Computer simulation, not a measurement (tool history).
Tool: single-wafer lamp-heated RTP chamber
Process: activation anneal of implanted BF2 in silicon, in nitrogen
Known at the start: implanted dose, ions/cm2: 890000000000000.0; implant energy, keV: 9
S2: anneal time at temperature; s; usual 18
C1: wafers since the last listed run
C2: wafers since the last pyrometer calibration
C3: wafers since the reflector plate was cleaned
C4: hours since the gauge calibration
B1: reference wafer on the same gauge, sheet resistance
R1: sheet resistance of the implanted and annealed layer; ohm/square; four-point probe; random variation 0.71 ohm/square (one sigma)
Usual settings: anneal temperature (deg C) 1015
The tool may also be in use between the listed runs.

run 1 hour=0.0 | anneal_temperature_(deg_C)=1015 S2=18 | C1=0 C2=2524 C3=4391 C4=793.4 | B1=226.08 | R1=212.19
-- hour=17.2 pyrometer window cleaned and pyrometer calibrated
run 2 hour=48.2 | anneal_temperature_(deg_C)=1027 S2=18 | C1=347 C2=267 C3=4738 C4=841.6 | B1=225.87 | R1=201.96
run 3 hour=111.9 | anneal_temperature_(deg_C)=1027 S2=18 | C1=550 C2=818 C3=5289 C4=905.3 | B1=225.99 | R1=198.31
run 4 hour=165.3 | anneal_temperature_(deg_C)=1002 S2=18 | C1=461 C2=1279 C3=5750 C4=958.7 | B1=225.87 | R1=234.36
run 5 hour=233.0 | anneal_temperature_(deg_C)=1002 S2=18 | C1=585 C2=1864 C3=6335 C4=1026.4 | B1=226.03 | R1=232.84
run 6 hour=298.2 | anneal_temperature_(deg_C)=1015 S2=18 | C1=563 C2=2428 C3=6899 C4=1091.6 | B1=225.86 | R1=210.02
-- hour=326.7 pyrometer window cleaned and pyrometer calibrated
run 7 hour=341.2 | anneal_temperature_(deg_C)=1015 S2=18 | C1=302 C2=125 C3=7201 C4=1134.6 | B1=226.39 | R1=221.01
run 8 hour=369.2 | anneal_temperature_(deg_C)=1015 S2=18 | C1=241 C2=367 C3=7443 C4=1162.6 | B1=225.74 | R1=218.18
run 9 hour=427.0 | anneal_temperature_(deg_C)=1015 S2=18 | C1=499 C2=867 C3=7943 C4=1220.4 | B1=226.03 | R1=217.39
run 10 hour=468.5 | anneal_temperature_(deg_C)=1015 S2=18 | C1=358 C2=1225 C3=8302 C4=1261.9 | B1=226.12 | R1=214.02
run 11 hour=499.0 | anneal_temperature_(deg_C)=1015 S2=18 | C1=263 C2=1489 C3=8565 C4=1292.4 | B1=226.38 | R1=214.55
run 12 hour=527.1 | anneal_temperature_(deg_C)=1024 S2=18 | C1=242 C2=1732 C3=8808 C4=1320.5 | B1=225.67 | R1=200.30
run 13 hour=555.8 | anneal_temperature_(deg_C)=1015 S2=18 | C1=248 C2=1980 C3=9056 C4=1349.2 | B1=226.09 | R1=213.12
-- hour=600.3 gauge calibrated
run 14 hour=624.4 | anneal_temperature_(deg_C)=1015 S2=18 | C1=592 C2=2573 C3=9649 C4=24.1 | B1=226.07 | R1=211.56
-- hour=662.2 pyrometer window cleaned and pyrometer calibrated
run 15 hour=695.5 | anneal_temperature_(deg_C)=1034 S2=10 | C1=545 C2=287 C3=10194 C4=95.2 | B1=225.60 | R1=214.86
run 16 hour=754.5 | anneal_temperature_(deg_C)=1031 S2=22 | C1=509 C2=797 C3=10704 C4=154.2 | B1=225.71 | R1=189.12
run 17 hour=788.7 | anneal_temperature_(deg_C)=1015 S2=14 | C1=295 C2=1093 C3=11000 C4=188.4 | B1=225.91 | R1=226.77
run 18 hour=851.7 | anneal_temperature_(deg_C)=1023 S2=18 | C1=544 C2=1637 C3=11544 C4=251.4 | B1=226.22 | R1=202.07
run 19 hour=912.2 | anneal_temperature_(deg_C)=1015 S2=18 | C1=522 C2=2160 C3=12067 C4=311.9 | B1=225.70 | R1=212.23
run 20 hour=953.5 | anneal_temperature_(deg_C)=995 S2=21 | C1=356 C2=2517 C3=12424 C4=353.2 | B1=225.91 | R1=238.89
-- hour=964.7 pyrometer window cleaned and pyrometer calibrated
run 21 hour=1021.8 | anneal_temperature_(deg_C)=1043 S2=27 | C1=521 C2=493 C3=12945 C4=421.5 | B1=226.17 | R1=172.43
-- hour=1047.2 reflector plate cleaned
run 22 hour=1059.6 | anneal_temperature_(deg_C)=988 S2=7 | C1=257 C2=751 C3=106 C4=459.3 | B1=225.94 | R1=320.52
run 23 hour=1124.9 | anneal_temperature_(deg_C)=1015 S2=18 | C1=564 C2=1315 C3=671 C4=524.6 | B1=225.85 | R1=213.33
run 24 hour=1173.1 | anneal_temperature_(deg_C)=1015 S2=18 | C1=416 C2=1732 C3=1087 C4=572.8 | B1=225.87 | R1=213.51
run 25 hour=1221.2 | anneal_temperature_(deg_C)=1036 S2=14 | C1=415 C2=2147 C3=1503 C4=620.9 | B1=225.92 | R1=194.51
-- hour=1320.7 pyrometer window cleaned and pyrometer calibrated
run 26 hour=1356.7 | anneal_temperature_(deg_C)=1037 S2=27 | C1=1101 C2=310 C3=2605 C4=756.4 | B1=226.16 | R1=176.97
run 27 hour=1413.9 | anneal_temperature_(deg_C)=996 S2=15 | C1=494 C2=805 C3=3099 C4=813.6 | B1=226.01 | R1=258.14

Hidden state at the last listed run before each entry between runs and at the first one after, where it differs:
Between runs 1 and 2: pyrometer window cleaned and pyrometer calibrated (hour 17.2)
  true wafer temperature minus pyrometer reading, K: 6.76 -> 2.94
  measured less the result without the state, R1: -10.42 -> -3.90 ohm/square
Between runs 6 and 7: pyrometer window cleaned and pyrometer calibrated (hour 326.7)
  true wafer temperature minus pyrometer reading, K: 7.42 -> 1.02
  measured less the result without the state, R1: -11.31 -> -1.64 ohm/square
Between runs 13 and 14: gauge calibrated (hour 600.3)
  true wafer temperature minus pyrometer reading, K: 5.99 -> 6.37
  measured less the result without the state, R1: -9.27 -> -9.79 ohm/square
Between runs 14 and 15: pyrometer window cleaned and pyrometer calibrated (hour 662.2)
  true wafer temperature minus pyrometer reading, K: 6.37 -> 2.06
  measured less the result without the state, R1: -9.79 -> -3.34 ohm/square
Between runs 20 and 21: pyrometer window cleaned and pyrometer calibrated (hour 964.7)
  true wafer temperature minus pyrometer reading, K: 6.47 -> 2.89
  measured less the result without the state, R1: -13.68 -> -2.41 ohm/square
Between runs 21 and 22: reflector plate cleaned (hour 1047.2)
  true wafer temperature minus pyrometer reading, K: 2.89 -> 4.03
  measured less the result without the state, R1: -2.41 -> -10.05 ohm/square
Between runs 25 and 26: pyrometer window cleaned and pyrometer calibrated (hour 1320.7)
  true wafer temperature minus pyrometer reading, K: 6.18 -> 2.8
  measured less the result without the state, R1: -8.21 -> -2.35 ohm/square
